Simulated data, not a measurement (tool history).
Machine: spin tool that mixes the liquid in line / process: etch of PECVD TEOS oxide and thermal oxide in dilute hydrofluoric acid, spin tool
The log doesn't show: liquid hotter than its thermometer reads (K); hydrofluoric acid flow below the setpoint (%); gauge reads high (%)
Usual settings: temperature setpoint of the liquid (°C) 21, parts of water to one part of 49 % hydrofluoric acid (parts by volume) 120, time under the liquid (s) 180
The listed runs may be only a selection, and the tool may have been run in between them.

run    hour  temperature setpoint of the liquid (°C)  parts of water to one part of 49 % hydrofluoric acid (parts by volume)  time under the liquid (s)  wafers since the last listed run  hours since the thermometer was replaced  hours since the hydrofluoric acid flow meter was replaced  hours since the gauge calibration  read-back film thickness of the PECVD TEOS oxide reference wafer, read on the same gauge (nm)  read-back film thickness of the thermal oxide reference wafer, read on the same gauge (nm)  thickness taken off the PECVD TEOS oxide on a monitor wafer (angstrom)  thickness taken off the thermal oxide on a monitor wafer (angstrom)
  1       0                                       21                                                                     120                        180                                 0                                     617.4                                                     1457.8                             1264.8                                                                                             50                                                                                       40.03                                                                   154.4                                                                 58.1
         34  -- thermometer replaced
  2    66.3                                       21                                                                     120                        180                               507                                      32.3                                                     1524.1                             1331.1                                                                                          49.99                                                                                       40.04                                                                   153.9                                                                   58
  3   314.9                                       21                                                                     120                        180                              1930                                     280.9                                                     1772.7                             1579.7                                                                                          49.99                                                                                       39.99                                                                   154.1                                                                 56.9
  4   393.9                                     23.5                                                                     150                        180                               613                                     359.9                                                     1851.7                             1658.7                                                                                          50.03                                                                                       39.99                                                                   131.1                                                                 48.9
  5   441.8                                     23.5                                                                     150                        180                               371                                     407.8                                                     1899.6                             1706.6                                                                                          49.96                                                                                       39.97                                                                     131                                                                 48.4
  6   515.4                                     23.5                                                                     150                        180                               571                                     481.4                                                     1973.2                             1780.2                                                                                          50.03                                                                                          40                                                                   129.8                                                                   49
      564.9  -- thermometer replaced
  7   573.2                                       21                                                                     120                        180                               441                                       8.3                                                       2031                               1838                                                                                          49.94                                                                                       39.98                                                                   153.8                                                                 58.1
      689.1  -- hydrofluoric acid flow meter replaced
  8   709.4                                       26                                                                     120                        275                              1049                                     144.5                                                       20.3                             1974.2                                                                                             50                                                                                       40.01                                                                   286.5                                                                104.5
  9     800                                     19.5                                                                     120                        245                               703                                     235.1                                                      110.9                             2064.8                                                                                          50.01                                                                                          40                                                                   196.6                                                                 74.9
 10   889.1                                       25                                                                      85                        120                               691                                     324.2                                                        200                             2153.9                                                                                          50.01                                                                                       39.99                                                                   178.4                                                                 65.7
 11   939.4                                       17                                                                     120                        180                               390                                     374.5                                                      250.3                             2204.2                                                                                          49.95                                                                                       39.98                                                                   129.2                                                                 48.9
 12  1025.1                                     18.5                                                                     120                        180                               665                                     460.2                                                        336                             2289.9                                                                                          50.03                                                                                       39.98                                                                     139                                                                 51.7
     1235.8  -- thermometer replaced
 13  1272.4                                       19                                                                     120                        180                              1912                                      36.6                                                      583.3                             2537.2                                                                                          49.98                                                                                          40                                                                   140.8                                                                 52.6
 14  1377.6                                       23                                                                     175                        180                               816                                     141.8                                                      688.5                             2642.4                                                                                          50.04                                                                                       39.97                                                                   107.1                                                                 39.7
 15  1465.1                                       21                                                                     120                        180                               679                                     229.3                                                        776                             2729.9                                                                                          50.02                                                                                       39.99                                                                   155.3                                                                 57.8
     1478.3  -- gauge calibrated
 16  1515.6                                       21                                                                     175                        220                               392                                     279.8                                                      826.5                               37.3                                                                                          50.01                                                                                       39.99                                                                   122.5                                                                 44.5

Run 17, settings as shown, results not yet in. Your forecast:
 17  1611.4                                       21                                                                     175                        180                               743                                     375.6                                                      922.3                              133.1                                                                                              ?                                                                                           ?                                                                       ?                                                                    ?

Logged for run 17: read-back film thickness of the PECVD TEOS oxide reference wafer, read on the same gauge (nm) 49.99, read-back film thickness of the thermal oxide reference wafer, read on the same gauge (nm) 40.03, thickness taken off the PECVD TEOS oxide on a monitor wafer (angstrom) 99.4, thickness taken off the thermal oxide on a monitor wafer (angstrom) 36.9.
On a tool with no hidden condition, and with the same random variation, this run would have come out at thickness taken off the PECVD TEOS oxide on a monitor wafer (angstrom) 99.4, thickness taken off the thermal oxide on a monitor wafer (angstrom) 36.9.

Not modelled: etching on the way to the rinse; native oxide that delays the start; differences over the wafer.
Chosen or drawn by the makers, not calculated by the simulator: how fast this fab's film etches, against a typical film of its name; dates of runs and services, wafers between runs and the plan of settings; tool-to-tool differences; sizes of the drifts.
